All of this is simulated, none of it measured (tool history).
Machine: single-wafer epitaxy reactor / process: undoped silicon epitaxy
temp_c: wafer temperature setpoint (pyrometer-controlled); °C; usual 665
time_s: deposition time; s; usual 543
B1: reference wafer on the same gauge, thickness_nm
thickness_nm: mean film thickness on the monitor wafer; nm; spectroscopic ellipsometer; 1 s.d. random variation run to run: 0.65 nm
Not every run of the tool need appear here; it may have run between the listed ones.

Run 1, hour 0: usual settings but temp_c 657 °C; B1 120.999. Result: thickness_nm 107.77 nm.
Run 2, hour 46.3: usual settings but temp_c 657 °C; B1 121.209. Result: thickness_nm 108.823 nm.
Run 3, hour 104.8: usual settings but temp_c 657 °C; B1 121.072. Result: thickness_nm 108.082 nm.
Run 4, hour 148.8: usual settings but temp_c 656 °C; B1 121.016. Result: thickness_nm 105.892 nm.
Run 5, hour 208.3: usual settings but temp_c 656 °C; B1 120.982. Result: thickness_nm 105.629 nm.
Run 6, hour 270.4: usual settings but temp_c 656 °C; B1 120.386. Result: thickness_nm 105.162 nm.
Run 7, hour 334.6: usual settings; B1 120.007. Result: thickness_nm 123.646 nm.
Run 8, hour 403.2: usual settings; B1 119.931. Result: thickness_nm 124.151 nm.
Run 9, hour 438: usual settings; B1 119.735. Result: thickness_nm 123.634 nm.
Run 10, hour 494.4: usual settings but temp_c 661 °C; B1 119.365. Result: thickness_nm 113.747 nm.
Run 11, hour 519.5: usual settings but temp_c 661 °C; B1 119.221. Result: thickness_nm 114.326 nm.
Run 12, hour 570.6: usual settings but temp_c 671 °C, time_s 594 s; B1 119.082. Result: thickness_nm 149.426 nm.
Run 13, hour 627.8: usual settings but temp_c 671 °C, time_s 594 s; B1 118.875. Result: thickness_nm 151.143 nm.
Run 14, hour 665.7: usual settings but time_s 499 s; B1 118.843. Result: thickness_nm 112.197 nm.
Run 15, hour 710.8: usual settings but time_s 499 s; B1 118.911. Result: thickness_nm 111.965 nm.
At hour 741.9: gauge calibrated.
Run 16, hour 768.2: usual settings; B1 124.695. Result: thickness_nm 128.449 nm.
Run 17, hour 805: usual settings; B1 124.674. Result: thickness_nm 129.106 nm.
At hour 818: pyrometer calibrated.
Run 18, hour 856.5: usual settings; B1 124.459. Result: thickness_nm 127.479 nm.
Run 19, hour 885.4: usual settings but temp_c 669 °C; B1 124.341. Result: thickness_nm 137.946 nm.
Run 20, hour 912.9: usual settings but temp_c 669 °C; B1 124.386. Result: thickness_nm 138.463 nm.
Run 21, hour 970.8: usual settings but temp_c 669 °C; B1 124.294. Result: thickness_nm 138.598 nm.
Run 22, hour 997.8: usual settings; B1 124.047. Result: thickness_nm 129.615 nm.
Run 23, hour 1053.2: usual settings but temp_c 657 °C, time_s 570 s; B1 123.807. Result: thickness_nm 115.914 nm.
Run 24, hour 1104.8: usual settings but temp_c 673 °C; B1 123.573. Result: thickness_nm 147.125 nm.
Run 25, hour 1146.3: usual settings but temp_c 660 °C, time_s 479 s; B1 123.684. Result: thickness_nm 102.494 nm.
Run 26, hour 1192.6: usual settings; B1 123.203. Result: thickness_nm 127.174 nm.
Run 27, hour 1263.8: usual settings but temp_c 669 °C, time_s 618 s; B1 123.03. Result: thickness_nm 155.294 nm.
Run 28, hour 1335.5: usual settings but temp_c 659 °C, time_s 581 s; B1 123.066. Result: thickness_nm 120.993 nm.
Run 29, hour 1464.1: usual settings but temp_c 676 °C, time_s 645 s; B1 122.352. Result: thickness_nm 182.632 nm.
Run 30, hour 1494.1: usual settings but temp_c 661 °C; B1 122.206. Result: thickness_nm 116.685 nm.
Run 31, hour 1520.8: usual settings but temp_c 652 °C; B1 122.194. Result: thickness_nm 98.193 nm.
Run 32, hour 1580.8: usual settings but temp_c 678 °C, time_s 650 s; B1 122.021. Result: thickness_nm 190.475 nm.
Run 33, hour 1620.1: usual settings but temp_c 675 °C, time_s 588 s; B1 121.692. Result: thickness_nm 163.799 nm.
Run 34, hour 1663.2: usual settings but temp_c 678 °C; B1 121.686. Result: thickness_nm 158.479 nm.
Run 35, hour 1703.1: usual settings but temp_c 651 °C, time_s 454 s; B1 121.21. Result: thickness_nm 80.686 nm.
Run 36, hour 1758.9: usual settings but temp_c 673 °C, time_s 475 s; B1 121.354. Result: thickness_nm 126.149 nm.
Run 37, hour 1802.9: usual settings but temp_c 655 °C, time_s 480 s; B1 121.103. Result: thickness_nm 92.06 nm.
Run 38, hour 1828.4: usual settings but temp_c 660 °C, time_s 604 s; B1 120.976. Result: thickness_nm 126.025 nm.
Run 39, hour 1867.1: usual settings; B1 120.817. Result: thickness_nm 125.113 nm.
Run 40, hour 1922: usual settings; B1 120.587. Result: thickness_nm 123.732 nm.
Run 41, hour 1993.5: usual settings but temp_c 679 °C; B1 120.308. Result: thickness_nm 159.187 nm.

For run 42, what comes out?
Run 42, hour 2059.3: usual settings but time_s 623 s; B1 ?. Result: thickness_nm ?.

Run 42 measured B1 119.735, thickness_nm 142.014 nm.
On a tool with no hidden condition, and with the same random variation, this run would have come out at thickness_nm 147.924 nm.
